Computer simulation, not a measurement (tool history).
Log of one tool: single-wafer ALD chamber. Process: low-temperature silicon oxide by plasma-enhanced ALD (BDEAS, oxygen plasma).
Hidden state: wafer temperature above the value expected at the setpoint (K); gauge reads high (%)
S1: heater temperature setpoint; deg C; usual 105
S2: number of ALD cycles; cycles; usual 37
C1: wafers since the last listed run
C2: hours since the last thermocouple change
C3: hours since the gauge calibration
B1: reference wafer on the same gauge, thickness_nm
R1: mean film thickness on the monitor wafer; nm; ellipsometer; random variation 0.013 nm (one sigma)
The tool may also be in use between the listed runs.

run 1 hour=0.0 | S1=105 S2=37 | C1=0 C2=1893.3 C3=615.0 | B1=5.834 | R1=5.221
run 2 hour=107.8 | S1=105 S2=37 | C1=950 C2=2001.1 C3=722.8 | B1=5.824 | R1=5.206
run 3 hour=192.5 | S1=105 S2=37 | C1=747 C2=2085.8 C3=807.5 | B1=5.812 | R1=5.200
run 4 hour=247.0 | S1=105 S2=33 | C1=480 C2=2140.3 C3=862.0 | B1=5.811 | R1=4.639
run 5 hour=309.8 | S1=105 S2=33 | C1=553 C2=2203.1 C3=924.8 | B1=5.809 | R1=4.641
run 6 hour=355.7 | S1=94 S2=37 | C1=404 C2=2249.0 C3=970.7 | B1=5.809 | R1=5.315
run 7 hour=446.8 | S1=94 S2=37 | C1=803 C2=2340.1 C3=1061.8 | B1=5.805 | R1=5.328
-- hour=461.6 thermocouple changed; heater temperature recalibrated
run 8 hour=485.3 | S1=105 S2=40 | C1=269 C2=23.7 C3=1100.3 | B1=5.800 | R1=5.644
-- hour=513.1 gauge calibrated
run 9 hour=588.4 | S1=105 S2=44 | C1=909 C2=126.8 C3=75.3 | B1=5.977 | R1=6.356
run 10 hour=649.9 | S1=94 S2=33 | C1=542 C2=188.3 C3=136.8 | B1=5.959 | R1=4.858
run 11 hour=725.3 | S1=112 S2=39 | C1=665 C2=263.7 C3=212.2 | B1=5.929 | R1=5.512
run 12 hour=774.5 | S1=105 S2=33 | C1=433 C2=312.9 C3=261.4 | B1=5.917 | R1=4.721
run 13 hour=855.5 | S1=118 S2=37 | C1=714 C2=393.9 C3=342.4 | B1=5.906 | R1=5.186
run 14 hour=906.6 | S1=105 S2=34 | C1=450 C2=445.0 C3=393.5 | B1=5.893 | R1=4.847
run 15 hour=981.6 | S1=105 S2=30 | C1=661 C2=520.0 C3=468.5 | B1=5.883 | R1=4.250
run 16 hour=1042.2 | S1=118 S2=33 | C1=534 C2=580.6 C3=529.1 | B1=5.870 | R1=4.581
run 17 hour=1120.4 | S1=109 S2=44 | C1=689 C2=658.8 C3=607.3 | B1=5.868 | R1=6.192

Forecast each of these 3 alternatives for the next run:
run A hour=1120.9 | S1=92 S2=37 | C1=4 C2=659.3 C3=607.8 | B1=? | R1=?
run B hour=1120.9 | S1=112 S2=37 | C1=4 C2=659.3 C3=607.8 | B1=? | R1=?
run C hour=1120.9 | S1=120 S2=40 | C1=4 C2=659.3 C3=607.8 | B1=? | R1=?

run=A B1=5.868 R1=5.432
run=B B1=5.868 R1=5.202
run=C B1=5.868 R1=5.551
Without the tool's hidden state the same runs would have given:
run=A R1=5.558
run=B R1=5.322
run=C R1=5.679

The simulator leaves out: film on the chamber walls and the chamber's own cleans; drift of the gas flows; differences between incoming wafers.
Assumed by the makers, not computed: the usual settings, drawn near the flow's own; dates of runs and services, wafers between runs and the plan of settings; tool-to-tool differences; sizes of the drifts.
